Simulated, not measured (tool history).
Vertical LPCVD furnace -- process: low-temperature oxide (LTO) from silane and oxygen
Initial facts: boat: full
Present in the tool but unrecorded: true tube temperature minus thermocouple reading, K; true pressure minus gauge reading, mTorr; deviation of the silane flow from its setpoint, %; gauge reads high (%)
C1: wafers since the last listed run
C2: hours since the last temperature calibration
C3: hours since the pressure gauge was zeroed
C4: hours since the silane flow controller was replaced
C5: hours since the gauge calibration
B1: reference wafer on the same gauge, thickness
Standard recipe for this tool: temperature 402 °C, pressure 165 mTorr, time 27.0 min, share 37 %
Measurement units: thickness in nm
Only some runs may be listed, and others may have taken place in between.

Run 1, hour 0.0: usual settings but temperature 407 °C, share 32 %; C1 0; C2 3732.8; C3 4929.5; C4 3924.7; C5 110.2; B1 157.62. Result: thickness 142.51 nm.
Run 2, hour 13.7: usual settings but temperature 407 °C, share 32 %; C1 272; C2 3746.5; C3 4943.2; C4 3938.4; C5 123.9; B1 157.47. Result: thickness 142.86 nm.
Run 3, hour 26.5: usual settings but temperature 407 °C, share 32 %; C1 254; C2 3759.3; C3 4956.0; C4 3951.2; C5 136.7; B1 157.50. Result: thickness 142.69 nm.
Run 4, hour 33.1: usual settings but temperature 405 °C; C1 131; C2 3765.9; C3 4962.6; C4 3957.8; C5 143.3; B1 157.32. Result: thickness 169.07 nm.
Run 5, hour 43.8: usual settings but temperature 405 °C; C1 212; C2 3776.6; C3 4973.3; C4 3968.5; C5 154.0; B1 157.23. Result: thickness 168.74 nm.
Run 6, hour 53.3: usual settings; C1 188; C2 3786.1; C3 4982.8; C4 3978.0; C5 163.5; B1 157.13. Result: thickness 163.32 nm.
At hour 85.7: thermocouples replaced and temperature profile calibrated.
At hour 90.6: pressure gauge zeroed.
Run 7, hour 91.1: usual settings but pressure 195 mTorr; C1 178; C2 5.4; C3 0.5; C4 4015.8; C5 201.3; B1 156.64. Result: thickness 192.98 nm.
Run 8, hour 95.2: usual settings but pressure 195 mTorr; C1 81; C2 9.5; C3 4.6; C4 4019.9; C5 205.4; B1 156.68. Result: thickness 192.11 nm.
Run 9, hour 99.2: usual settings but pressure 185 mTorr; C1 79; C2 13.5; C3 8.6; C4 4023.9; C5 209.4; B1 156.49. Result: thickness 182.35 nm.
Run 10, hour 106.0: usual settings but pressure 150 mTorr, share 39 %; C1 135; C2 20.3; C3 15.4; C4 4030.7; C5 216.2; B1 156.56. Result: thickness 157.69 nm.
At hour 107.4: gauge calibrated.
At hour 132.9: silane flow controller replaced.
Run 11, hour 133.4: usual settings but temperature 410 °C, pressure 200 mTorr; C1 67; C2 47.7; C3 42.8; C4 0.5; C5 26.0; B1 158.02. Result: thickness 217.63 nm.
Run 12, hour 137.4: usual settings; C1 79; C2 51.7; C3 46.8; C4 4.5; C5 30.0; B1 158.05. Result: thickness 164.33 nm.
Run 13, hour 141.5: usual settings but pressure 200 mTorr, time 37.5 min; C1 81; C2 55.8; C3 50.9; C4 8.6; C5 34.1; B1 158.03. Result: thickness 276.57 nm.
Run 14, hour 149.9: usual settings but pressure 200 mTorr, time 37.5 min; C1 167; C2 64.2; C3 59.3; C4 17.0; C5 42.5; B1 157.95. Result: thickness 276.23 nm.
Run 15, hour 158.5: usual settings but temperature 407 °C, pressure 150 mTorr, time 22.0 min, share 42 %; C1 171; C2 72.8; C3 67.9; C4 25.6; C5 51.1; B1 157.99. Result: thickness 149.04 nm.
Run 16, hour 166.1: usual settings but temperature 393 °C, pressure 150 mTorr, time 32.0 min, share 42 %; C1 151; C2 80.4; C3 75.5; C4 33.2; C5 58.7; B1 158.02. Result: thickness 186.59 nm.
Run 17, hour 182.0: usual settings but time 30.0 min; C1 316; C2 96.3; C3 91.4; C4 49.1; C5 74.6; B1 157.91. Result: thickness 182.48 nm.
Run 18, hour 195.0: usual settings but temperature 394 °C, time 19.0 min, share 33 %; C1 258; C2 109.3; C3 104.4; C4 62.1; C5 87.6; B1 157.78. Result: thickness 90.43 nm.

Across each entry between runs, compare the hidden state at the last listed run before it with the hidden state at the first listed run after it:
Between runs 6 and 7: thermocouples replaced and temperature profile calibrated (hour 85.7); pressure gauge zeroed (hour 90.6)
  gauge reads high (%): -0.568 -> -0.859
  what was measured, less what the result would be without the hidden state, thickness: -0.93 -> -1.68 nm
Between runs 10 and 11: gauge calibrated (hour 107.4); silane flow controller replaced (hour 132.9)
  gauge reads high (%): -0.99 -> 0.0552
  what was measured, less what the result would be without the hidden state, thickness: -1.57 -> +0.12 nm

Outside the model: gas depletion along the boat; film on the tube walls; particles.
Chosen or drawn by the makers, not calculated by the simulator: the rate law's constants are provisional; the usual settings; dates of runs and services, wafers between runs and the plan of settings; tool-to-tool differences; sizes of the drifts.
